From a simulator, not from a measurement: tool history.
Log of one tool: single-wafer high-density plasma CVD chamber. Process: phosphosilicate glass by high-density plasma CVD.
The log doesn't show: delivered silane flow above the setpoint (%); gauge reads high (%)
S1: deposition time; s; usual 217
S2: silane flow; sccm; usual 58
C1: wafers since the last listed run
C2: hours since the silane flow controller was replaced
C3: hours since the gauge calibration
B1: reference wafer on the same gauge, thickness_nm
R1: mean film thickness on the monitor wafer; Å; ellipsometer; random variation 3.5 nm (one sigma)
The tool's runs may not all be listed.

run   hour   S1  S2   C1      C2     C3        B1        R1
  1    0.0  217  58    0  2490.5  281.7  1201.044  12667.59
  2   34.5  217  58  389  2525.0  316.2  1198.134  12682.28
  3   68.9  184  54  388  2559.4  350.6  1200.693   9971.73
  4   93.0  195  64  271  2583.5  374.7  1202.173  12585.20
  5  143.5  195  64  569  2634.0  425.2  1199.538  12516.49
  6  177.9  191  58  388  2668.4  459.6  1200.718  11099.97
  7  196.6  191  58  210  2687.1  478.3  1199.370  11043.91
  8  225.0  243  56  320  2715.5  506.7  1200.388  13643.63
  9  238.8  217  58  155  2729.3  520.5  1200.982  12576.67
 10  258.4  217  51  221  2748.9  540.1  1199.582  11086.30
     259.1  -- gauge calibrated
     290.2  -- silane flow controller replaced
 11  304.3  217  51  427    14.1   45.2  1199.319  11809.41
 12  318.2  202  64  156    28.0   59.1  1200.324  13724.09
 13  345.7  255  50  310    55.5   86.6  1198.678  13626.45
 14  371.9  199  58  295    81.7  112.8  1201.630  12319.27
 15  387.0  217  49  170    96.8  127.9  1199.426  11339.21
 16  400.3  191  50  150   110.1  141.2  1199.956  10162.72
 17  432.3  217  58  360   142.1  173.2  1198.672  13383.22
 18  445.5  239  49  148   155.3  186.4  1199.241  12452.12
 19  472.8  244  48  307   182.6  213.7  1199.804  12411.96
 20  488.9  217  58  181   198.7  229.8  1200.071  13361.74
 21  513.6  199  67  278   223.4  254.5  1197.988  14104.88

Forecast run 22:
 22  527.7  217  63  159  237.5  268.6   ?   ?

Run 22 gave B1 1200.122, R1 14465.12 Å.
Without the tool's hidden state the same run would have given R1 14729.00 Å.
